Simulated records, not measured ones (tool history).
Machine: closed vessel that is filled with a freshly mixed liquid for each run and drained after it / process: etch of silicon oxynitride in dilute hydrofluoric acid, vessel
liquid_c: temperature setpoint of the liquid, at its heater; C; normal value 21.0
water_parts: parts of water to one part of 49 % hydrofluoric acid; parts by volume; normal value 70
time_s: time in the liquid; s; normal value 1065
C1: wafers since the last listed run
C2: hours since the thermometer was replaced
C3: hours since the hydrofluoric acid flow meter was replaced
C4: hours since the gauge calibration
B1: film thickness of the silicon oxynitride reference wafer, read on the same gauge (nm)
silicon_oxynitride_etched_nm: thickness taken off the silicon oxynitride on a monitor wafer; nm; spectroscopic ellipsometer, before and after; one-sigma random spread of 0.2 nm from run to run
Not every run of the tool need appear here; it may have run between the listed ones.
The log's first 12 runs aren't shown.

run 13 hour=652.1 | liquid_c=21.0 water_parts=70 time_s=1065 | C1=1912 C2=125.2 C3=683.4 C4=1493.7 | B1=30.00 | silicon_oxynitride_etched_nm=33.19
-- hour=661.4 gauge calibrated
run 14 hour=689.6 | liquid_c=21.0 water_parts=70 time_s=1065 | C1=1353 C2=162.7 C3=720.9 C4=28.2 | B1=30.02 | silicon_oxynitride_etched_nm=33.35
run 15 hour=718.4 | liquid_c=21.0 water_parts=70 time_s=1065 | C1=1039 C2=191.5 C3=749.7 C4=57.0 | B1=29.99 | silicon_oxynitride_etched_nm=33.26
run 16 hour=912.1 | liquid_c=21.0 water_parts=70 time_s=1065 | C1=6991 C2=385.2 C3=943.4 C4=250.7 | B1=30.01 | silicon_oxynitride_etched_nm=34.29
run 17 hour=943.7 | liquid_c=21.0 water_parts=70 time_s=1065 | C1=1140 C2=416.8 C3=975.0 C4=282.3 | B1=30.02 | silicon_oxynitride_etched_nm=34.51
run 18 hour=968.0 | liquid_c=21.0 water_parts=70 time_s=1065 | C1=877 C2=441.1 C3=999.3 C4=306.6 | B1=29.99 | silicon_oxynitride_etched_nm=34.56
run 19 hour=1025.6 | liquid_c=25.0 water_parts=50 time_s=1615 | C1=2078 C2=498.7 C3=1056.9 C4=364.2 | B1=29.99 | silicon_oxynitride_etched_nm=90.19
run 20 hour=1097.6 | liquid_c=21.0 water_parts=50 time_s=715 | C1=2598 C2=570.7 C3=1128.9 C4=436.2 | B1=30.01 | silicon_oxynitride_etched_nm=33.35
run 21 hour=1168.9 | liquid_c=23.0 water_parts=35 time_s=820 | C1=2573 C2=642.0 C3=1200.2 C4=507.5 | B1=30.00 | silicon_oxynitride_etched_nm=61.35
run 22 hour=1206.8 | liquid_c=21.0 water_parts=105 time_s=585 | C1=1367 C2=679.9 C3=1238.1 C4=545.4 | B1=30.00 | silicon_oxynitride_etched_nm=12.57
run 23 hour=1247.5 | liquid_c=24.5 water_parts=80 time_s=1300 | C1=1468 C2=720.6 C3=1278.8 C4=586.1 | B1=30.03 | silicon_oxynitride_etched_nm=44.53
-- hour=1280.7 hydrofluoric acid flow meter replaced
run 24 hour=1289.7 | liquid_c=23.0 water_parts=70 time_s=1065 | C1=1486 C2=762.8 C3=9.0 C4=628.3 | B1=30.03 | silicon_oxynitride_etched_nm=37.43
run 25 hour=1352.2 | liquid_c=23.5 water_parts=60 time_s=1320 | C1=2255 C2=825.3 C3=71.5 C4=690.8 | B1=29.95 | silicon_oxynitride_etched_nm=56.57
run 26 hour=1416.2 | liquid_c=18.0 water_parts=45 time_s=465 | C1=2309 C2=889.3 C3=135.5 C4=754.8 | B1=29.99 | silicon_oxynitride_etched_nm=20.76
-- hour=1427.4 thermometer replaced
run 27 hour=1466.6 | liquid_c=21.0 water_parts=70 time_s=1065 | C1=1782 C2=39.2 C3=185.9 C4=805.2 | B1=29.97 | silicon_oxynitride_etched_nm=32.54
run 28 hour=1491.1 | liquid_c=21.0 water_parts=70 time_s=465 | C1=884 C2=63.7 C3=210.4 C4=829.7 | B1=30.00 | silicon_oxynitride_etched_nm=14.18
run 29 hour=1648.9 | liquid_c=21.0 water_parts=55 time_s=1065 | C1=5695 C2=221.5 C3=368.2 C4=987.5 | B1=29.97 | silicon_oxynitride_etched_nm=42.65
run 30 hour=1712.9 | liquid_c=26.0 water_parts=40 time_s=445 | C1=2309 C2=285.5 C3=432.2 C4=1051.5 | B1=29.99 | silicon_oxynitride_etched_nm=31.87
run 31 hour=1764.4 | liquid_c=24.0 water_parts=40 time_s=1235 | C1=1858 C2=337.0 C3=483.7 C4=1103.0 | B1=29.97 | silicon_oxynitride_etched_nm=80.24
run 32 hour=1792.8 | liquid_c=23.5 water_parts=70 time_s=1065 | C1=1025 C2=365.4 C3=512.1 C4=1131.4 | B1=29.99 | silicon_oxynitride_etched_nm=37.93
run 33 hour=1839.1 | liquid_c=21.0 water_parts=70 time_s=1065 | C1=1671 C2=411.7 C3=558.4 C4=1177.7 | B1=29.97 | silicon_oxynitride_etched_nm=33.67
run 34 hour=1873.7 | liquid_c=19.0 water_parts=40 time_s=1065 | C1=1248 C2=446.3 C3=593.0 C4=1212.3 | B1=30.02 | silicon_oxynitride_etched_nm=54.71

Below are 3 alternative next runs, each starting from the tool's condition after run 34. Predict each:
run A hour=1874.6 | liquid_c=25.0 water_parts=70 time_s=1065 | C1=32 C2=447.2 C3=593.9 C4=1213.2 | B1=? | silicon_oxynitride_etched_nm=?
run B hour=1874.6 | liquid_c=19.5 water_parts=70 time_s=1065 | C1=32 C2=447.2 C3=593.9 C4=1213.2 | B1=? | silicon_oxynitride_etched_nm=?
run C hour=1874.6 | liquid_c=22.5 water_parts=100 time_s=900 | C1=32 C2=447.2 C3=593.9 C4=1213.2 | B1=? | silicon_oxynitride_etched_nm=?

run=A B1=29.98 silicon_oxynitride_etched_nm=41.17
run=B B1=29.98 silicon_oxynitride_etched_nm=31.52
run=C B1=29.98 silicon_oxynitride_etched_nm=21.08
Without the tool's unlogged condition, the same runs would have read:
run=A silicon_oxynitride_etched_nm=39.15
run=B silicon_oxynitride_etched_nm=29.93
run=C silicon_oxynitride_etched_nm=20.04
